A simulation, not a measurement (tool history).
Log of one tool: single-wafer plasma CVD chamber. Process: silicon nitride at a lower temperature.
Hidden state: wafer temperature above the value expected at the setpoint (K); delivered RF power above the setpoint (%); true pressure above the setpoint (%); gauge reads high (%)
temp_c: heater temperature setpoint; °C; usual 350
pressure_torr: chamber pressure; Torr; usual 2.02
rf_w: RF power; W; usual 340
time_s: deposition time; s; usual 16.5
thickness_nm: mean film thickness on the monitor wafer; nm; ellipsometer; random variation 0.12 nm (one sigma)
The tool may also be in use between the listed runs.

run    hour  temp_c  pressure_torr  rf_w  time_s  wafers since the last listed run  hours since the last thermocouple change  hours since the last RF generator calibration  hours since the last manometer calibration  hours since the showerhead was replaced  hours since the gauge calibration  read-back reference wafer on the same gauge, thickness_nm  thickness_nm
  1       0     350           2.02   340    16.5                                 0                                    1142.2                                          477.5                                      1414.8                                   2209.8                             1106.9                                                     27.421        22.344
  2   118.2     350           2.02   340    16.5                              4627                                    1260.4                                          595.7                                        1533                                     2328                             1225.1                                                     27.355        22.288
  3   184.9     350           2.02   310    16.5                              2611                                    1327.1                                          662.4                                      1599.7                                   2394.7                             1291.8                                                     27.467        21.316
  4   251.7     350           2.02   340    16.5                              2615                                    1393.9                                          729.2                                      1666.5                                   2461.5                             1358.6                                                     27.406         22.26
  5   307.6     350           2.02   340    16.5                              2188                                    1449.8                                          785.1                                      1722.4                                   2517.4                             1414.5                                                     27.414        22.108
  6     390     350           2.02   340    16.5                              3226                                    1532.2                                          867.5                                      1804.8                                   2599.8                             1496.9                                                     27.319        21.986
  7   458.6     342           2.29   340    16.5                              2685                                    1600.8                                          936.1                                      1873.4                                   2668.4                             1565.5                                                     27.402         22.67
  8   518.4     350           2.02   375    16.5                              2341                                    1660.6                                          995.9                                      1933.2                                   2728.2                             1625.3                                                     27.373          23.5
  9   600.1     350           2.02   340    14.7                              3198                                    1742.3                                         1077.6                                      2014.9                                   2809.9                               1707                                                     27.424        19.593
 10   644.9     350           2.02   340    16.5                              1753                                    1787.1                                         1122.4                                      2059.7                                   2854.7                             1751.8                                                      27.44        22.187
      724.4  -- RF generator calibrated
      746.4  -- showerhead replaced, of another model than before
      801.5  -- thermocouple changed; heater temperature recalibrated
 11   917.3     350           2.02   340    16.5                              9725                                     115.8                                          192.9                                      2332.1                                    170.9                             2024.2                                                     27.392        22.841
      958.3  -- gauge calibrated
 12   993.8     350           2.02   340    16.5                              2995                                     192.3                                          269.4                                      2408.6                                    247.4                               35.5                                                      27.43        22.554
 13  1060.9     350           2.02   340    16.5                              2627                                     259.4                                          336.5                                      2475.7                                    314.5                              102.6                                                     27.448        22.581
     1135.9  -- capacitance manometer re-zeroed and calibrated
 14  1159.2     350           2.18   340    14.6                              3535                                     357.7                                          434.8                                        23.3                                    412.8                              200.9                                                     27.403        20.042
 15  1199.3     359           2.46   340    16.5                              1569                                     397.8                                          474.9                                        63.4                                    452.9                                241                                                     27.355         23.44
 16  1294.4     363           2.36   340    16.5                              3723                                     492.9                                            570                                       158.5                                      548                              336.1                                                      27.41        23.057
 17  1401.4     350           2.45   300    16.5                              4189                                     599.9                                            677                                       265.5                                      655                              443.1                                                     27.422        22.388
 18  1462.2     350           2.02   340    16.5                              2380                                     660.7                                          737.8                                       326.3                                    715.8                              503.9                                                     27.438        22.502
 19  1524.5     363           2.02   395    14.9                              2439                                       723                                          800.1                                       388.6                                    778.1                              566.2                                                     27.358        21.346
 20  1632.2     350           1.57   380    16.5                              4216                                     830.7                                          907.8                                       496.3                                    885.8                              673.9                                                     27.397        22.095
 21  1796.1     338           2.34   395    18.7                              6416                                     994.6                                         1071.7                                       660.2                                   1049.7                              837.8                                                     27.394        28.032
 22  1855.4     342           2.33   390    15.2                              2321                                    1053.9                                           1131                                       719.5                                     1109                              897.1                                                      27.41        22.385
     1898.2  -- RF generator calibrated
 23  1926.9     345           2.02   340    16.5                              2486                                    1125.4                                           28.7                                         791                                   1180.5                              968.6                                                     27.449        22.993
 24  2017.5     338           2.17   305    15.4                              3547                                      1216                                          119.3                                       881.6                                   1271.1                             1059.2                                                     27.451        20.824

Forecast run 25:
 25  2075.5     350           2.02   340    16.5                              2270                                      1274                                          177.3                                       939.6                                   1329.1                             1117.2                                                          ?             ?

Run 25 gave read-back reference wafer on the same gauge, thickness_nm 27.411, thickness_nm 22.712 nm.
Without the tool's hidden state the same run would have given thickness_nm 22.977 nm.

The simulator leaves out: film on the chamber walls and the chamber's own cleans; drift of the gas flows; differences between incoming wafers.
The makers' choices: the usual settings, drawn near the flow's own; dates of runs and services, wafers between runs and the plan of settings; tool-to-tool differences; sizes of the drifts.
